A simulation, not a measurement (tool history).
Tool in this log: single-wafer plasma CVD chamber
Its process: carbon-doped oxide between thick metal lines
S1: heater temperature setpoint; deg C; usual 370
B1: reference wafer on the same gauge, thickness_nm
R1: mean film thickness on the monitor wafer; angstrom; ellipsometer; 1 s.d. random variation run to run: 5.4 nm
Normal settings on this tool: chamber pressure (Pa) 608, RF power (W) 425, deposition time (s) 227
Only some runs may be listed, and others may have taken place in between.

Run 1, hour 0: usual settings; B1 907.659. Result: R1 9355.25 angstrom.
Run 2, hour 14.3: usual settings; B1 909.01. Result: R1 9338.71 angstrom.
Run 3, hour 24.3: usual settings; B1 910. Result: R1 9333.78 angstrom.
Run 4, hour 32.5: usual settings but RF power (W) 400; B1 907.521. Result: R1 8753.81 angstrom.
At hour 46.1: thermocouple changed; heater temperature recalibrated.
Run 5, hour 49.9: usual settings; B1 910.316. Result: R1 9306.14 angstrom.
At hour 65.6: capacitance manometer re-zeroed and calibrated.
Run 6, hour 66.1: usual settings but chamber pressure (Pa) 476, RF power (W) 345, deposition time (s) 271; B1 909.553. Result: R1 8621.69 angstrom.
Run 7, hour 75.3: usual settings but chamber pressure (Pa) 672, RF power (W) 490; B1 908.762. Result: R1 10839.51 angstrom.
Run 8, hour 85.2: usual settings but S1 357 deg C, deposition time (s) 246; B1 909.86. Result: R1 10459.19 angstrom.
Run 9, hour 91.9: usual settings but S1 376 deg C; B1 907.71. Result: R1 9264.85 angstrom.
Run 10, hour 101.5: usual settings but chamber pressure (Pa) 755, RF power (W) 490; B1 908.152. Result: R1 10936.59 angstrom.
Run 11, hour 116.4: usual settings; B1 909.284. Result: R1 9241.65 angstrom.
Run 12, hour 123.1: usual settings but S1 362 deg C, chamber pressure (Pa) 736, RF power (W) 400, deposition time (s) 242; B1 908.957. Result: R1 9826.7 angstrom.
At hour 131.3: RF generator calibrated.
Run 13, hour 140.5: usual settings but chamber pressure (Pa) 744; B1 908.693. Result: R1 10016.52 angstrom.
Run 14, hour 154: usual settings but deposition time (s) 197; B1 909.216. Result: R1 8399.33 angstrom.
Run 15, hour 166.9: usual settings; B1 909.323. Result: R1 9787.68 angstrom.
Run 16, hour 174.6: usual settings but S1 384 deg C, deposition time (s) 185; B1 910.184. Result: R1 7737.78 angstrom.
Run 17, hour 185.9: usual settings; B1 910.035. Result: R1 9662.84 angstrom.
At hour 199.5: gauge calibrated.
Run 18, hour 222.7: usual settings; B1 910.715. Result: R1 9716.73 angstrom.
Run 19, hour 235.4: usual settings but RF power (W) 390, deposition time (s) 213; B1 910.022. Result: R1 8355.57 angstrom.
Run 20, hour 250.5: usual settings; B1 910.38. Result: R1 9601.9 angstrom.
At hour 269.2: showerhead replaced.
Run 21, hour 293.4: usual settings but RF power (W) 400, deposition time (s) 199; B1 908.681. Result: R1 7835.83 angstrom.
Run 22, hour 311.4: usual settings but chamber pressure (Pa) 483, deposition time (s) 209; B1 909.265. Result: R1 8539.65 angstrom.
Run 23, hour 325.4: usual settings but S1 376 deg C, chamber pressure (Pa) 520, RF power (W) 490, deposition time (s) 183; B1 909.432. Result: R1 8457.52 angstrom.
Run 24, hour 334.6: usual settings but RF power (W) 390, deposition time (s) 213; B1 906.751. Result: R1 8179.98 angstrom.
Run 25, hour 349.9: usual settings but chamber pressure (Pa) 500, RF power (W) 460, deposition time (s) 268; B1 910.109. Result: R1 11816.86 angstrom.
Run 26, hour 366.3: usual settings; B1 908.138. Result: R1 9511.39 angstrom.
Run 27, hour 380.9: usual settings but chamber pressure (Pa) 568, deposition time (s) 187; B1 910.104. Result: R1 7761.79 angstrom.
Run 28, hour 395.8: usual settings; B1 908.438. Result: R1 9494.68 angstrom.
Run 29, hour 409.7: usual settings but S1 363 deg C, chamber pressure (Pa) 712, RF power (W) 505, deposition time (s) 266; B1 910.042. Result: R1 13493.19 angstrom.

Predict each of these 3 candidate next runs independently; none follows another, all start after run 29:
Run A, hour 410.2: usual settings but S1 377 deg C; B1 ?. Result: R1 ?.
Run B, hour 410.2: usual settings but RF power (W) 365, deposition time (s) 256; B1 ?. Result: R1 ?.
Run C, hour 410.2: usual settings but chamber pressure (Pa) 651, deposition time (s) 203; B1 ?. Result: R1 ?.

run       B1       R1
  A  909.402  9395.97
  B  909.402  9173.01
  C  909.402  8598.71
Had the tool no hidden state, the same runs would have come out as:
run       R1
  A  9656.06
  B  9438.22
  C  8836.73
